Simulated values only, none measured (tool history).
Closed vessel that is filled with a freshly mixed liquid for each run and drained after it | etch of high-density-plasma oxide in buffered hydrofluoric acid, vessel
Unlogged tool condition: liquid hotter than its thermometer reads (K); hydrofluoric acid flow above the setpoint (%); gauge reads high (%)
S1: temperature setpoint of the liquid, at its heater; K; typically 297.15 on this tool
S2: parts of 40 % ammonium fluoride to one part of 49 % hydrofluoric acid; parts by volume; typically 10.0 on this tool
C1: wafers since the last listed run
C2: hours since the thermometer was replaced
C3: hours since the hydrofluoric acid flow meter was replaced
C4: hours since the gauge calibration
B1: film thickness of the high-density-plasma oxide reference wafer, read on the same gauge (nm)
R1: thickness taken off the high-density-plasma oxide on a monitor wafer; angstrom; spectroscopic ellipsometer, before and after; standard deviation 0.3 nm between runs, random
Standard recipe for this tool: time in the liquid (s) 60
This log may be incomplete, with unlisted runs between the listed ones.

Run 1, hour 0.0: usual settings but S1 294.65 K, time in the liquid (s) 80; C1 0; C2 409.6; C3 1357.5; C4 175.8; B1 70.00. Result: R1 954.0 angstrom.
Run 2, hour 38.6: usual settings but S1 294.65 K, time in the liquid (s) 80; C1 4020; C2 448.2; C3 1396.1; C4 214.4; B1 70.01. Result: R1 962.5 angstrom.
Run 3, hour 137.2: usual settings; C1 10269; C2 546.8; C3 1494.7; C4 313.0; B1 70.04. Result: R1 828.3 angstrom.
At hour 154.3: thermometer replaced.
Run 4, hour 205.7: usual settings but S2 11.5 parts by volume; C1 7030; C2 51.4; C3 1563.2; C4 381.5; B1 69.97. Result: R1 706.7 angstrom.
Run 5, hour 293.5: usual settings but S2 11.5 parts by volume; C1 9144; C2 139.2; C3 1651.0; C4 469.3; B1 69.98. Result: R1 709.5 angstrom.
Run 6, hour 331.8: usual settings but S2 11.5 parts by volume; C1 3989; C2 177.5; C3 1689.3; C4 507.6; B1 70.01. Result: R1 711.9 angstrom.
Run 7, hour 409.9: usual settings; C1 8134; C2 255.6; C3 1767.4; C4 585.7; B1 69.99. Result: R1 819.4 angstrom.
Run 8, hour 451.3: usual settings but S2 8.5 parts by volume; C1 4311; C2 297.0; C3 1808.8; C4 627.1; B1 69.98. Result: R1 937.8 angstrom.
Run 9, hour 542.2: usual settings but S2 8.5 parts by volume; C1 9467; C2 387.9; C3 1899.7; C4 718.0; B1 70.01. Result: R1 941.7 angstrom.
At hour 730.2: thermometer replaced.
Run 10, hour 829.6: usual settings but S2 8.5 parts by volume; C1 29829; C2 99.4; C3 2187.1; C4 1005.4; B1 69.96. Result: R1 985.0 angstrom.
Run 11, hour 928.8: usual settings; C1 10331; C2 198.6; C3 2286.3; C4 1104.6; B1 69.98. Result: R1 875.1 angstrom.
Run 12, hour 1023.4: usual settings but S1 293.65 K, S2 13.5 parts by volume; C1 9852; C2 293.2; C3 2380.9; C4 1199.2; B1 69.98. Result: R1 546.8 angstrom.
At hour 1027.1: thermometer replaced, repeated, since the last time left the tool worse.
At hour 1076.1: gauge calibrated.
Run 13, hour 1107.9: usual settings; C1 8696; C2 80.8; C3 2465.4; C4 31.8; B1 70.03. Result: R1 807.8 angstrom.
Run 14, hour 1179.5: usual settings but S1 301.15 K, S2 6.5 parts by volume, time in the liquid (s) 90; C1 7457; C2 152.4; C3 2537.0; C4 103.4; B1 69.99. Result: R1 2270.9 angstrom.
Run 15, hour 1223.8: usual settings; C1 4613; C2 196.7; C3 2581.3; C4 147.7; B1 70.03. Result: R1 810.7 angstrom.
At hour 1244.2: hydrofluoric acid flow meter replaced.
Run 16, hour 1313.7: usual settings but S1 301.65 K, S2 11.5 parts by volume, time in the liquid (s) 35; C1 9259; C2 286.6; C3 69.5; C4 237.6; B1 70.04. Result: R1 528.3 angstrom.
Run 17, hour 1383.8: usual settings but S2 7.5 parts by volume; C1 7301; C2 356.7; C3 139.6; C4 307.7; B1 69.98. Result: R1 1076.5 angstrom.
Run 18, hour 1459.2: usual settings; C1 7853; C2 432.1; C3 215.0; C4 383.1; B1 70.01. Result: R1 827.1 angstrom.
Run 19, hour 1499.5: usual settings but S2 13.0 parts by volume, time in the liquid (s) 40; C1 4197; C2 472.4; C3 255.3; C4 423.4; B1 70.02. Result: R1 430.0 angstrom.
At hour 1579.3: thermometer replaced.
Run 20, hour 1593.8: usual settings but S1 295.15 K, S2 11.5 parts by volume, time in the liquid (s) 90; C1 9717; C2 14.5; C3 349.6; C4 517.7; B1 70.00. Result: R1 945.4 angstrom.
Run 21, hour 1696.3: usual settings but S1 292.15 K, S2 11.5 parts by volume, time in the liquid (s) 30; C1 10675; C2 117.0; C3 452.1; C4 620.2; B1 70.01. Result: R1 266.0 angstrom.

Forecast each of these 4 alternatives for the next run:
Run A, hour 1697.0: usual settings but S2 12.0 parts by volume; C1 72; C2 117.7; C3 452.8; C4 620.9; B1 ?. Result: R1 ?.
Run B, hour 1697.0: usual settings but time in the liquid (s) 45; C1 72; C2 117.7; C3 452.8; C4 620.9; B1 ?. Result: R1 ?.
Run C, hour 1697.0: usual settings but S2 6.5 parts by volume; C1 72; C2 117.7; C3 452.8; C4 620.9; B1 ?. Result: R1 ?.
Run D, hour 1697.0: usual settings but S1 301.15 K, S2 11.5 parts by volume, time in the liquid (s) 45; C1 72; C2 117.7; C3 452.8; C4 620.9; B1 ?. Result: R1 ?.

run     B1      R1
  A  69.97   674.7
  B  69.97   604.5
  C  69.97  1205.4
  D  69.97   654.2
Without the tool's hidden state the same runs would have given:
run      R1
  A   668.9
  B   599.2
  C  1195.0
  D   648.6
